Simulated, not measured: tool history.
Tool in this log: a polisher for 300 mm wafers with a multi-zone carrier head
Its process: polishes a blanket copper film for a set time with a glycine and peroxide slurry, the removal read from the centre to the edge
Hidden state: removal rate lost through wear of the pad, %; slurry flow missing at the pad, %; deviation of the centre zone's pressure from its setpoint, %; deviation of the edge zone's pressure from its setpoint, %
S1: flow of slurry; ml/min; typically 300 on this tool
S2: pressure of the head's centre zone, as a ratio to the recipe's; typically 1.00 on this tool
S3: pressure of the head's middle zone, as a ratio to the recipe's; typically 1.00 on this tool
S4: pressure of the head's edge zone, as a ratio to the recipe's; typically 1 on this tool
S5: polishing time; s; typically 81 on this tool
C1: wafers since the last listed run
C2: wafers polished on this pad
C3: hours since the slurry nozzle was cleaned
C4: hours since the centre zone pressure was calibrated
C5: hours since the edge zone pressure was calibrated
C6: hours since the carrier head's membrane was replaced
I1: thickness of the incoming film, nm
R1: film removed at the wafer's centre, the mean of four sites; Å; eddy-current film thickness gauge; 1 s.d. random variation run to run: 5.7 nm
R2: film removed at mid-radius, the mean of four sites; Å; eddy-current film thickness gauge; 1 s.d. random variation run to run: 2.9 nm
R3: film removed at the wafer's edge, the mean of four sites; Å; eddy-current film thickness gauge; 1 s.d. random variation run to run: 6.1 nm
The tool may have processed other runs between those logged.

run	hour	S1	S2	S3	S4	S5	C1	C2	C3	C4	C5	C6	I1	R1	R2	R3
1	0.0	300	1.00	1.00	1	81	0	1052	192.5	322.9	362.0	1493.6	1009.8	4144	4223	4302
# hour 12.4: worn pad replaced by a new one
2	12.9	300	1.00	1.00	1	81	125	7	205.4	335.8	374.9	1506.5	1014.8	4143	4177	4383
3	18.5	230	1.00	1.00	1	81	79	86	211.0	341.4	380.5	1512.1	994.3	4145	4148	4382
4	24.8	230	1.00	1.00	1	81	89	175	217.3	347.7	386.8	1518.4	994.4	4053	4145	4333
5	40.6	300	1.03	1.00	1	81	223	399	233.1	363.5	402.6	1534.2	1005.1	4322	4207	4242
6	56.7	300	1.00	1.00	1	81	227	626	249.2	379.6	418.7	1550.3	1014.3	4112	4206	4222
7	74.3	300	1.00	1.00	1	81	248	875	266.8	397.2	436.3	1567.9	992.8	4108	4245	4351
8	90.5	300	1.00	1.00	1	81	229	1104	283.0	413.4	452.5	1584.1	1006.3	4132	4177	4318
# hour 100.8: worn pad replaced by a new one
9	106.6	390	1.04	1.10	1	69	171	82	299.1	429.5	468.6	1600.2	1003.5	3736	3935	3631
# hour 112.9: carrier head's membrane replaced by a new one
10	113.8	300	0.92	1.08	1	70	31	113	306.3	436.7	475.8	0.9	989.3	3262	3895	3710
11	128.1	300	1.00	1.06	1	59	202	315	320.6	451.0	490.1	15.2	1001.7	2917	3242	3116
12	145.7	270	1.00	1.00	1	81	248	564	338.2	468.6	507.7	32.8	1001.5	4064	4173	4252

What will run 13 give?
# hour 157.1: centre zone pressure recalibrated
13	160.4	245	1.00	1.11	1	81	179	744	352.9	3.3	522.4	47.5	1008.8	?	?	?

R1: 4397 Å
R2: 4534 Å
R3: 4315 Å
With the hidden condition absent and the run-to-run variation left alone, this run would have shown R1 4348 Å, R2 4534 Å, R3 4315 Å.

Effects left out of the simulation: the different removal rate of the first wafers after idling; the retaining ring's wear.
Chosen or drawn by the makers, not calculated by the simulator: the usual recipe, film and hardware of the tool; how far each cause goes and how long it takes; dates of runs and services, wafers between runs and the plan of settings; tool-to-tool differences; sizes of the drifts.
